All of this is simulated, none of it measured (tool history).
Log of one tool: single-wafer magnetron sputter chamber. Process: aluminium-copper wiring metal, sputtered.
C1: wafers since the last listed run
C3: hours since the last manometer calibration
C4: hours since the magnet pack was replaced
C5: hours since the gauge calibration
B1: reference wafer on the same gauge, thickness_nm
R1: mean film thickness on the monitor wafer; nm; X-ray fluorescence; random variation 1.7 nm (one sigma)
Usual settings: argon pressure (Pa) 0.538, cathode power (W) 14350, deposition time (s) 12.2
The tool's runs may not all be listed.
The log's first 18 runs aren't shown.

run 19 day=8.917 | argon_pressure_(Pa)=0.538 cathode_power_(W)=14350 deposition_time_(s)=12.8 | C1=199 wafers_on_the_sputter_target=1085 C3=1139.9 C4=83.7 C5=25.5 | B1=269.379 | R1=310.603
run 20 day=9.412 | argon_pressure_(Pa)=0.33 cathode_power_(W)=14350 deposition_time_(s)=14 | C1=349 wafers_on_the_sputter_target=1435 C3=1151.8 C4=95.6 C5=37.4 | B1=269.362 | R1=380.092
run 21 day=11.625 | argon_pressure_(Pa)=0.36 cathode_power_(W)=12850 deposition_time_(s)=10.9 | C1=1559 wafers_on_the_sputter_target=2994 C3=1204.9 C4=148.7 C5=90.5 | B1=270.026 | R1=261.038
-- day=12.129 capacitance manometer re-zeroed and calibrated
run 22 day=12.15 | argon_pressure_(Pa)=0.538 cathode_power_(W)=17350 deposition_time_(s)=12.2 | C1=135 wafers_on_the_sputter_target=3129 C3=0.5 C4=161.3 C5=103.1 | B1=270.101 | R1=349.286
run 23 day=12.2 | argon_pressure_(Pa)=0.617 cathode_power_(W)=12300 deposition_time_(s)=10.4 | C1=35 wafers_on_the_sputter_target=3165 C3=1.7 C4=162.5 C5=104.3 | B1=269.575 | R1=208.684
run 24 day=12.942 | argon_pressure_(Pa)=0.538 cathode_power_(W)=12050 deposition_time_(s)=12.2 | C1=522 wafers_on_the_sputter_target=3687 C3=19.5 C4=180.3 C5=122.1 | B1=270.259 | R1=249.109
-- day=13.517 sputter target and shields replaced
run 25 day=13.538 | argon_pressure_(Pa)=0.538 cathode_power_(W)=14350 deposition_time_(s)=12.2 | C1=185 wafers_on_the_sputter_target=13 C3=33.8 C4=194.6 C5=136.4 | B1=270.806 | R1=298.425
run 26 day=13.55 | argon_pressure_(Pa)=0.749 cathode_power_(W)=14350 deposition_time_(s)=13.5 | C1=8 wafers_on_the_sputter_target=22 C3=34.1 C4=194.9 C5=136.7 | B1=269.66 | R1=299.106
run 27 day=14.192 | argon_pressure_(Pa)=0.626 cathode_power_(W)=17250 deposition_time_(s)=13.4 | C1=452 wafers_on_the_sputter_target=474 C3=49.5 C4=210.3 C5=152.1 | B1=269.462 | R1=371.742
run 28 day=14.904 | argon_pressure_(Pa)=0.538 cathode_power_(W)=16900 deposition_time_(s)=12.2 | C1=502 wafers_on_the_sputter_target=977 C3=66.6 C4=227.4 C5=169.2 | B1=268.981 | R1=349.131
run 29 day=15.208 | argon_pressure_(Pa)=0.538 cathode_power_(W)=16150 deposition_time_(s)=12.2 | C1=214 wafers_on_the_sputter_target=1191 C3=73.9 C4=234.7 C5=176.5 | B1=269.988 | R1=333.5
run 30 day=15.5 | argon_pressure_(Pa)=0.538 cathode_power_(W)=12750 deposition_time_(s)=13.1 | C1=205 wafers_on_the_sputter_target=1397 C3=80.9 C4=241.7 C5=183.5 | B1=270.418 | R1=286.017
run 31 day=15.858 | argon_pressure_(Pa)=0.336 cathode_power_(W)=16750 deposition_time_(s)=13.8 | C1=252 wafers_on_the_sputter_target=1649 C3=89.5 C4=250.3 C5=192.1 | B1=269.631 | R1=432.939
run 32 day=16.325 | argon_pressure_(Pa)=0.538 cathode_power_(W)=14350 deposition_time_(s)=12.2 | C1=328 wafers_on_the_sputter_target=1978 C3=100.7 C4=261.5 C5=203.3 | B1=269.708 | R1=296.525

4 ways to go on from here, each from the tool as it stands after run 32. What would each give?
run A day=16.342 | argon_pressure_(Pa)=0.538 cathode_power_(W)=14350 deposition_time_(s)=12.2 | C1=11 wafers_on_the_sputter_target=1990 C3=101.1 C4=261.9 C5=203.7 | B1=? | R1=?
run B day=16.342 | argon_pressure_(Pa)=0.482 cathode_power_(W)=17850 deposition_time_(s)=14.6 | C1=11 wafers_on_the_sputter_target=1990 C3=101.1 C4=261.9 C5=203.7 | B1=? | R1=?
run C day=16.342 | argon_pressure_(Pa)=0.604 cathode_power_(W)=17500 deposition_time_(s)=12.2 | C1=11 wafers_on_the_sputter_target=1990 C3=101.1 C4=261.9 C5=203.7 | B1=? | R1=?
run D day=16.342 | argon_pressure_(Pa)=0.483 cathode_power_(W)=16250 deposition_time_(s)=12.2 | C1=11 wafers_on_the_sputter_target=1990 C3=101.1 C4=261.9 C5=203.7 | B1=? | R1=?

run=A B1=269.559 R1=296.803
run=B B1=269.559 R1=449.664
run=C B1=269.559 R1=345.72
run=D B1=269.559 R1=343.58
Without the tool's hidden state the same runs would have given:
run=A R1=299.623
run=B R1=453.936
run=C R1=349.005
run=D R1=346.844

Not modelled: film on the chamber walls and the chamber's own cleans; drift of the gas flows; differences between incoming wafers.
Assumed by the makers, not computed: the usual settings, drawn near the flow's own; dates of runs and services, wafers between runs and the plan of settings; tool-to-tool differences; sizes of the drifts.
